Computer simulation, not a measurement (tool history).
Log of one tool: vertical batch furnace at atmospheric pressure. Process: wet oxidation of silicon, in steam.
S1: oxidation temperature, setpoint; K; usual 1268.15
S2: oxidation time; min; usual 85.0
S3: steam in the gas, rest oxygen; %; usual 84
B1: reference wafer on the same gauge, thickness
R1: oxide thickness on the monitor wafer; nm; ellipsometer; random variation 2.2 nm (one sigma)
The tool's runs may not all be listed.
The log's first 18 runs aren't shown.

| run | hour | S1 | S2 | S3 | B1 | R1 |
|---|---|---|---|---|---|---|
| 19 | 1087.3 | 1268.15 | 85.0 | 84 | 378.62 | 451.62 |
| 20 | 1151.4 | 1268.15 | 85.0 | 84 | 376.37 | 450.41 |
|  | 1230.7 | thermocouples replaced and temperature profile calibrated |
| 21 | 1231.2 | 1268.15 | 85.0 | 84 | 376.91 | 447.83 |
| 22 | 1258.7 | 1292.15 | 85.0 | 84 | 376.68 | 528.63 |
| 23 | 1289.1 | 1252.15 | 55.5 | 84 | 375.33 | 293.36 |
| 24 | 1420.8 | 1268.15 | 97.0 | 90 | 373.57 | 511.13 |
| 25 | 1451.4 | 1243.15 | 85.0 | 74 | 374.50 | 334.62 |
| 26 | 1484.8 | 1285.15 | 85.0 | 94 | 374.39 | 538.41 |
| 27 | 1514.4 | 1268.15 | 116.0 | 84 | 373.67 | 549.05 |
| 28 | 1545.2 | 1268.15 | 85.0 | 94 | 371.83 | 478.75 |
| 29 | 1614.9 | 1277.15 | 85.0 | 88 | 372.07 | 481.75 |
| 30 | 1684.4 | 1277.15 | 106.0 | 75 | 371.34 | 506.55 |
| 31 | 1740.9 | 1268.15 | 43.5 | 84 | 371.23 | 276.49 |
| 32 | 1777.8 | 1268.15 | 85.0 | 95 | 370.16 | 480.28 |
| 33 | 1880.4 | 1257.15 | 100.0 | 88 | 369.86 | 470.02 |
| 34 | 1928.0 | 1268.15 | 85.0 | 84 | 369.27 | 441.93 |
| 35 | 1971.8 | 1268.15 | 85.0 | 77 | 368.34 | 411.65 |
| 36 | 2043.1 | 1268.15 | 85.0 | 91 | 368.64 | 460.34 |
| 37 | 2107.8 | 1268.15 | 117.0 | 84 | 366.45 | 539.93 |
| 38 | 2299.3 | 1268.15 | 85.0 | 84 | 364.90 | 433.77 |
| 39 | 2355.5 | 1285.15 | 85.0 | 94 | 365.09 | 522.77 |

Forecast each of these 3 alternatives for the next run:
|  | 2356.0 | gauge calibrated |
| A | 2360.0 | 1268.15 | 85.0 | 78 | ? | ? |
|  | 2356.0 | gauge calibrated |
| B | 2360.0 | 1287.15 | 108.5 | 84 | ? | ? |
|  | 2356.0 | gauge calibrated |
| C | 2360.0 | 1281.15 | 85.0 | 87 | ? | ? |

| run | B1 | R1 |
|---|---|---|
| A | 379.21 | 430.08 |
| B | 379.21 | 599.05 |
| C | 379.21 | 505.25 |
Without the tool's hidden state the same runs would have given:
| run | R1 |
|---|---|
| A | 432.51 |
| B | 602.43 |
| C | 508.10 |
